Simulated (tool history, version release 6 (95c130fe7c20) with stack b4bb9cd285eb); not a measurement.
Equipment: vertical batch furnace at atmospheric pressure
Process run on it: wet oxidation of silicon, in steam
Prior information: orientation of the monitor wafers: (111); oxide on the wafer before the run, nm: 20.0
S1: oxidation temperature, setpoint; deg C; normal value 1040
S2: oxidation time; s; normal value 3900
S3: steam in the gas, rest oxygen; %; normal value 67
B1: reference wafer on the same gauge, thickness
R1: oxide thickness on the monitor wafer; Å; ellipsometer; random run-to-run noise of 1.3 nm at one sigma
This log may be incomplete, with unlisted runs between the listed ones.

| run | day | S1 | S2 | S3 | B1 | R1 |
|---|---|---|---|---|---|---|
| 1 | 0.000 | 1040 | 3900 | 67 | 413.11 | 4543.1 |
| 2 | 0.596 | 1040 | 3900 | 67 | 412.89 | 4550.5 |
| 3 | 1.733 | 1040 | 3900 | 67 | 413.01 | 4541.1 |
| 4 | 3.104 | 1040 | 3900 | 67 | 413.05 | 4535.0 |
| 5 | 3.879 | 1040 | 3900 | 67 | 412.85 | 4549.8 |
| 6 | 4.700 | 1040 | 3900 | 67 | 412.85 | 4560.8 |
| 7 | 5.558 | 1040 | 2460 | 67 | 412.77 | 3466.5 |
| 8 | 6.258 | 1040 | 2460 | 67 | 413.00 | 3484.3 |
| 9 | 6.958 | 1040 | 3900 | 67 | 412.99 | 4545.9 |
| 10 | 7.958 | 1040 | 3900 | 67 | 413.32 | 4550.2 |
| 11 | 8.829 | 1040 | 3900 | 74 | 412.83 | 4832.4 |
| 12 | 9.600 | 1040 | 3900 | 74 | 412.99 | 4806.9 |
| 13 | 13.308 | 1040 | 3900 | 74 | 412.99 | 4796.6 |
|  | 15.050 | thermocouples replaced and temperature profile calibrated |
| 14 | 15.071 | 1040 | 3900 | 67 | 412.63 | 4553.5 |
|  | 15.192 | gauge calibrated |
| 15 | 16.162 | 1040 | 3900 | 67 | 413.23 | 4545.8 |
| 16 | 17.338 | 1047 | 2820 | 67 | 413.26 | 3895.5 |

For run 17, what comes out?
| 17 | 18.079 | 1040 | 2520 | 67 | ? | ? |

Run 17 came out at B1 413.09, R1 3515.8 Å.
Were there no unlogged condition in the tool, this run, its random variation unchanged, would have produced R1 3706.5 Å.
